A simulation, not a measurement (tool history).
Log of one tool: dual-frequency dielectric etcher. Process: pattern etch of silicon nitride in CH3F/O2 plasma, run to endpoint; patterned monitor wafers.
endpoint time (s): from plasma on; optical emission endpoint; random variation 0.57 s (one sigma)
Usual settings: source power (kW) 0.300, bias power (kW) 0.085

| run | hour | source power (kW) | bias power (kW) | incoming incoming film thickness, nm | endpoint time (s) |
|---|---|---|---|---|---|
| 1 | 0.0 | 0.300 | 0.085 | 57.9 | 69.4 |
| 2 | 16.8 | 0.300 | 0.085 | 58.3 | 70.2 |
| 3 | 29.8 | 0.300 | 0.092 | 57.9 | 68.1 |
| 4 | 44.2 | 0.300 | 0.092 | 58.7 | 68.8 |
| 5 | 56.7 | 0.300 | 0.092 | 57.8 | 68.8 |
| 6 | 70.1 | 0.300 | 0.071 | 57.4 | 70.3 |
| 7 | 106.3 | 0.300 | 0.071 | 57.1 | 70.8 |
| 8 | 113.3 | 0.300 | 0.081 | 57.9 | 70.2 |
|  | 142.8 | wet clean of the chamber |
| 9 | 143.3 | 0.300 | 0.081 | 58.1 | 69.4 |
| 10 | 143.6 | 0.300 | 0.085 | 57.6 | 69.3 |
| 11 | 150.4 | 0.300 | 0.085 | 57.3 | 68.2 |
| 12 | 156.6 | 0.300 | 0.085 | 57.8 | 68.8 |
| 13 | 164.4 | 0.340 | 0.085 | 57.7 | 65.5 |
| 14 | 178.4 | 0.340 | 0.085 | 57.7 | 64.9 |
| 15 | 187.1 | 0.330 | 0.085 | 57.4 | 65.6 |
| 16 | 195.8 | 0.330 | 0.085 | 57.8 | 65.0 |
|  | 204.8 | bias power generator calibrated |
| 17 | 205.3 | 0.300 | 0.095 | 57.3 | 67.7 |
| 18 | 253.6 | 0.380 | 0.101 | 58.2 | 60.0 |
| 19 | 266.2 | 0.300 | 0.085 | 58.5 | 71.0 |
| 20 | 273.1 | 0.240 | 0.091 | 57.9 | 76.6 |
| 21 | 289.0 | 0.300 | 0.092 | 57.8 | 68.6 |
| 22 | 295.7 | 0.380 | 0.071 | 57.8 | 63.8 |
| 23 | 301.8 | 0.220 | 0.090 | 58.0 | 81.3 |
|  | 330.2 | source power generator calibrated |
|  | 330.3 | upper electrode replaced |
| 24 | 330.8 | 0.280 | 0.075 | 57.2 | 73.9 |
| 25 | 331.2 | 0.280 | 0.071 | 58.2 | 75.5 |
| 26 | 341.2 | 0.300 | 0.085 | 58.0 | 69.1 |
| 27 | 356.8 | 0.300 | 0.085 | 57.8 | 70.2 |
| 28 | 371.4 | 0.300 | 0.085 | 58.2 | 69.8 |
| 29 | 385.6 | 0.260 | 0.102 | 58.2 | 71.8 |
| 30 | 395.5 | 0.360 | 0.104 | 57.2 | 60.3 |
| 31 | 404.4 | 0.300 | 0.094 | 58.0 | 68.5 |
| 32 | 417.8 | 0.350 | 0.100 | 57.2 | 61.5 |
| 33 | 434.1 | 0.380 | 0.065 | 57.1 | 63.8 |
| 34 | 448.9 | 0.320 | 0.105 | 57.1 | 64.1 |

What the log doesn't show, run by run:
etch rate over this chamber's usual, %: 0 in every run
source power that arrives over what is set, %: 0 in every run
bias power that arrives over what is set, %: 0 in every run

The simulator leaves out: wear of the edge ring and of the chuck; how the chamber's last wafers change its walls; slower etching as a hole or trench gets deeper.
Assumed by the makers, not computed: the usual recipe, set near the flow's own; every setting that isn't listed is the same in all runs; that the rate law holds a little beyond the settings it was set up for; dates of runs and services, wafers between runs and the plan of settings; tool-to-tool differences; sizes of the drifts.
